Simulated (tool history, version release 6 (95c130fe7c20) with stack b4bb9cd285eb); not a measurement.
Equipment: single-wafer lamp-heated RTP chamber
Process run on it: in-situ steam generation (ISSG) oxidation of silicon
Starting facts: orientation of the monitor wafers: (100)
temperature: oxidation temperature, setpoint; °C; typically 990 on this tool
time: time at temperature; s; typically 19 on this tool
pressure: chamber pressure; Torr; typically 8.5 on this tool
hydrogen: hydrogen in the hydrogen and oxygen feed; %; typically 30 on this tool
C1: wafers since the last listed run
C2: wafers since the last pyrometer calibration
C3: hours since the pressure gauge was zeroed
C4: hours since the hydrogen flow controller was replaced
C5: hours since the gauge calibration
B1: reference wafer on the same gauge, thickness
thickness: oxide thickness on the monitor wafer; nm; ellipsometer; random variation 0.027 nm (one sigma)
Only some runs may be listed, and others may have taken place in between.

Run 1, hour 0: usual settings but time 16 s; C1 0; C2 2408; C3 2208.2; C4 4745.2; C5 1154.3; B1 4.39. Result: thickness 5.071 nm.
Run 2, hour 52: usual settings but time 16 s; C1 421; C2 2829; C3 2260.2; C4 4797.2; C5 1206.3; B1 4.391. Result: thickness 5.135 nm.
Run 3, hour 79: usual settings; C1 218; C2 3048; C3 2287.2; C4 4824.2; C5 1233.3; B1 4.39. Result: thickness 5.541 nm.
Run 4, hour 122.2: usual settings; C1 350; C2 3399; C3 2330.4; C4 4867.4; C5 1276.5; B1 4.387. Result: thickness 5.514 nm.
Run 5, hour 149: usual settings; C1 217; C2 3616; C3 2357.2; C4 4894.2; C5 1303.3; B1 4.39. Result: thickness 5.544 nm.
Run 6, hour 215: usual settings; C1 535; C2 4151; C3 2423.2; C4 4960.2; C5 1369.3; B1 4.392. Result: thickness 5.492 nm.
Run 7, hour 254.4: usual settings but hydrogen 32 %; C1 319; C2 4471; C3 2462.6; C4 4999.6; C5 1408.7; B1 4.385. Result: thickness 5.628 nm.
At hour 310.6: pyrometer window cleaned and pyrometer calibrated.
Run 8, hour 322.1: usual settings but hydrogen 32 %; C1 484; C2 93; C3 2530.3; C4 5067.3; C5 1476.4; B1 4.385. Result: thickness 5.414 nm.
Run 9, hour 351.5: usual settings; C1 238; C2 331; C3 2559.7; C4 5096.7; C5 1505.8; B1 4.389. Result: thickness 5.356 nm.
Run 10, hour 378.5: usual settings; C1 218; C2 550; C3 2586.7; C4 5123.7; C5 1532.8; B1 4.393. Result: thickness 5.351 nm.
Run 11, hour 422.1: usual settings; C1 353; C2 904; C3 2630.3; C4 5167.3; C5 1576.4; B1 4.391. Result: thickness 5.365 nm.
Run 12, hour 466.4: usual settings; C1 359; C2 1263; C3 2674.6; C4 5211.6; C5 1620.7; B1 4.392. Result: thickness 5.439 nm.
Run 13, hour 517.5: usual settings; C1 414; C2 1678; C3 2725.7; C4 5262.7; C5 1671.8; B1 4.39. Result: thickness 5.458 nm.
Run 14, hour 568.9: usual settings; C1 416; C2 2094; C3 2777.1; C4 5314.1; C5 1723.2; B1 4.39. Result: thickness 5.486 nm.
Run 15, hour 594.7: usual settings but temperature 978 °C; C1 209; C2 2304; C3 2802.9; C4 5339.9; C5 1749; B1 4.386. Result: thickness 5.197 nm.
At hour 619.2: gauge calibrated.
Run 16, hour 620.6: usual settings but pressure 7.2 Torr, hydrogen 32 %; C1 210; C2 2514; C3 2828.8; C4 5365.8; C5 1.4; B1 4.391. Result: thickness 5.627 nm.
Run 17, hour 683.4: usual settings; C1 509; C2 3023; C3 2891.6; C4 5428.6; C5 64.2; B1 4.392. Result: thickness 5.523 nm.
At hour 703.8: pressure gauge zeroed.
Run 18, hour 744.9: usual settings but hydrogen 21 %; C1 433; C2 3457; C3 41.1; C4 5490.1; C5 125.7; B1 4.392. Result: thickness 5.075 nm.
Run 19, hour 812.9: usual settings; C1 551; C2 4009; C3 109.1; C4 5558.1; C5 193.7; B1 4.39. Result: thickness 5.562 nm.
Run 20, hour 865.6: usual settings but temperature 970 °C, time 21 s; C1 427; C2 4436; C3 161.8; C4 5610.8; C5 246.4; B1 4.392. Result: thickness 5.322 nm.
At hour 874.5: pyrometer window cleaned and pyrometer calibrated.
Run 21, hour 909: usual settings but pressure 7.7 Torr; C1 287; C2 279; C3 205.2; C4 5654.2; C5 289.8; B1 4.387. Result: thickness 5.396 nm.
Run 22, hour 980.4: usual settings; C1 579; C2 858; C3 276.6; C4 5725.6; C5 361.2; B1 4.392. Result: thickness 5.376 nm.
At hour 991.2: hydrogen flow controller replaced.
Run 23, hour 1023.1: usual settings but time 22 s, pressure 9.7 Torr; C1 281; C2 1140; C3 319.3; C4 31.9; C5 403.9; B1 4.392. Result: thickness 5.708 nm.
Run 24, hour 1067.2: usual settings but time 25 s, pressure 9.8 Torr, hydrogen 32 %; C1 357; C2 1497; C3 363.4; C4 76; C5 448; B1 4.39. Result: thickness 6.095 nm.

Run 25 comes next. What will it give?
Run 25, hour 1113.6: usual settings but time 22 s, pressure 8.9 Torr, hydrogen 23 %; C1 376; C2 1874; C3 409.8; C4 122.4; C5 494.4; B1 ?. Result: thickness ?.

{"run 25": {"B1": 4.389, "thickness": 5.457}}
On a tool with no hidden condition, and with the same random variation, this run would have come out at thickness 5.296 nm.
